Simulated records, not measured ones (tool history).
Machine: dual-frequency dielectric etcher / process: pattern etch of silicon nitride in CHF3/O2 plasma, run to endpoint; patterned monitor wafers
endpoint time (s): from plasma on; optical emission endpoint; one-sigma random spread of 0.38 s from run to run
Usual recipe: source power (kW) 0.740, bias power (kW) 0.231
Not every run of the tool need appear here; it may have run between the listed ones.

| run | hour | source power (kW) | bias power (kW) | wafers since the last listed run | hours since the last wet clean | hours since the last source power generator calibration | hours since the last bias power generator calibration | hours since the last upper electrode change | incoming incoming film thickness, nm | endpoint time (s) |
|---|---|---|---|---|---|---|---|---|---|---|
| 1 | 0.0 | 0.680 | 0.231 | 0 | 160.6 | 4125.2 | 4086.7 | 4149.3 | 104.1 | 58.8 |
| 2 | 7.9 | 0.740 | 0.250 | 79 | 168.5 | 4133.1 | 4094.6 | 4157.2 | 104.4 | 54.6 |
| 3 | 17.1 | 0.740 | 0.250 | 92 | 177.7 | 4142.3 | 4103.8 | 4166.4 | 103.9 | 54.9 |
| 4 | 27.9 | 0.740 | 0.250 | 108 | 188.5 | 4153.1 | 4114.6 | 4177.2 | 105.7 | 55.4 |
| 5 | 39.0 | 0.740 | 0.231 | 111 | 199.6 | 4164.2 | 4125.7 | 4188.3 | 105.3 | 56.5 |
| 6 | 47.0 | 0.740 | 0.231 | 80 | 207.6 | 4172.2 | 4133.7 | 4196.3 | 104.1 | 56.7 |
| 7 | 56.4 | 0.600 | 0.231 | 94 | 217.0 | 4181.6 | 4143.1 | 4205.7 | 105.0 | 63.0 |
| 8 | 69.4 | 0.600 | 0.231 | 131 | 230.0 | 4194.6 | 4156.1 | 4218.7 | 105.0 | 61.9 |
| 9 | 82.9 | 0.600 | 0.231 | 136 | 243.5 | 4208.1 | 4169.6 | 4232.2 | 104.0 | 61.9 |
| 10 | 90.0 | 0.740 | 0.196 | 71 | 250.6 | 4215.2 | 4176.7 | 4239.3 | 104.2 | 60.1 |
| 11 | 113.4 | 0.740 | 0.231 | 235 | 274.0 | 4238.6 | 4200.1 | 4262.7 | 104.6 | 56.4 |
|  | 142.5 | upper electrode replaced |
|  | 158.4 | wet clean of the chamber |
| 12 | 158.9 | 0.640 | 0.186 | 56 | 0.5 | 4284.1 | 4245.6 | 16.4 | 104.9 | 68.4 |
| 13 | 159.2 | 0.640 | 0.186 | 3 | 0.8 | 4284.4 | 4245.9 | 16.7 | 105.4 | 68.6 |
| 14 | 159.5 | 0.740 | 0.231 | 3 | 1.1 | 4284.7 | 4246.2 | 17.0 | 104.6 | 57.9 |
| 15 | 159.9 | 0.740 | 0.231 | 4 | 1.5 | 4285.1 | 4246.6 | 17.4 | 103.8 | 57.5 |
|  | 168.7 | bias power generator calibrated |
| 16 | 169.2 | 0.740 | 0.231 | 53 | 10.8 | 4294.4 | 0.5 | 26.7 | 103.3 | 56.5 |
| 17 | 191.9 | 0.740 | 0.231 | 228 | 33.5 | 4317.1 | 23.2 | 49.4 | 105.1 | 57.8 |
| 18 | 205.1 | 0.740 | 0.231 | 133 | 46.7 | 4330.3 | 36.4 | 62.6 | 104.6 | 57.3 |
| 19 | 218.6 | 0.650 | 0.251 | 136 | 60.2 | 4343.8 | 49.9 | 76.1 | 103.5 | 58.5 |
| 20 | 233.1 | 0.600 | 0.231 | 146 | 74.7 | 4358.3 | 64.4 | 90.6 | 105.8 | 63.2 |
| 21 | 241.9 | 0.740 | 0.231 | 88 | 83.5 | 4367.1 | 73.2 | 99.4 | 103.7 | 57.0 |
| 22 | 267.2 | 0.910 | 0.271 | 255 | 108.8 | 4392.4 | 98.5 | 124.7 | 104.0 | 47.7 |
| 23 | 277.6 | 0.690 | 0.266 | 104 | 119.2 | 4402.8 | 108.9 | 135.1 | 105.1 | 55.4 |
| 24 | 284.8 | 0.560 | 0.267 | 72 | 126.4 | 4410.0 | 116.1 | 142.3 | 103.9 | 60.5 |
| 25 | 295.2 | 0.890 | 0.280 | 104 | 136.8 | 4420.4 | 126.5 | 152.7 | 105.7 | 48.4 |
| 26 | 312.9 | 0.740 | 0.231 | 178 | 154.5 | 4438.1 | 144.2 | 170.4 | 104.7 | 56.9 |
| 27 | 319.6 | 0.740 | 0.180 | 67 | 161.2 | 4444.8 | 150.9 | 177.1 | 104.2 | 62.0 |
|  | 333.5 | source power generator calibrated |
| 28 | 334.0 | 0.830 | 0.211 | 104 | 175.6 | 0.5 | 165.3 | 191.5 | 102.9 | 54.9 |
| 29 | 350.5 | 0.910 | 0.271 | 166 | 192.1 | 17.0 | 181.8 | 208.0 | 105.6 | 48.2 |
| 30 | 393.1 | 0.660 | 0.263 | 429 | 234.7 | 59.6 | 224.4 | 250.6 | 105.0 | 56.2 |
| 31 | 409.3 | 0.740 | 0.231 | 163 | 250.9 | 75.8 | 240.6 | 266.8 | 104.8 | 56.4 |
| 32 | 418.9 | 0.650 | 0.262 | 96 | 260.5 | 85.4 | 250.2 | 276.4 | 105.0 | 56.5 |
| 33 | 436.8 | 0.900 | 0.191 | 180 | 278.4 | 103.3 | 268.1 | 294.3 | 105.3 | 55.5 |
| 34 | 451.6 | 0.740 | 0.231 | 149 | 293.2 | 118.1 | 282.9 | 309.1 | 104.1 | 55.3 |
| 35 | 462.7 | 0.640 | 0.211 | 111 | 304.3 | 129.2 | 294.0 | 320.2 | 105.1 | 62.1 |
| 36 | 471.8 | 0.740 | 0.231 | 91 | 313.4 | 138.3 | 303.1 | 329.3 | 103.8 | 54.7 |

3 ways to go on from here, each from the tool as it stands after run 36. What would each give?
| A | 472.2 | 0.740 | 0.231 | 4 | 313.8 | 138.7 | 303.5 | 329.7 | 105.0 | ? |
| B | 472.2 | 0.630 | 0.202 | 4 | 313.8 | 138.7 | 303.5 | 329.7 | 105.0 | ? |
| C | 472.2 | 0.600 | 0.288 | 4 | 313.8 | 138.7 | 303.5 | 329.7 | 105.0 | ? |

| run | endpoint time (s) |
|---|---|
| A | 55.3 |
| B | 63.2 |
| C | 55.2 |
Had the tool no hidden state, the same runs would have come out as:
| run | endpoint time (s) |
|---|---|
| A | 58.2 |
| B | 66.6 |
| C | 58.2 |
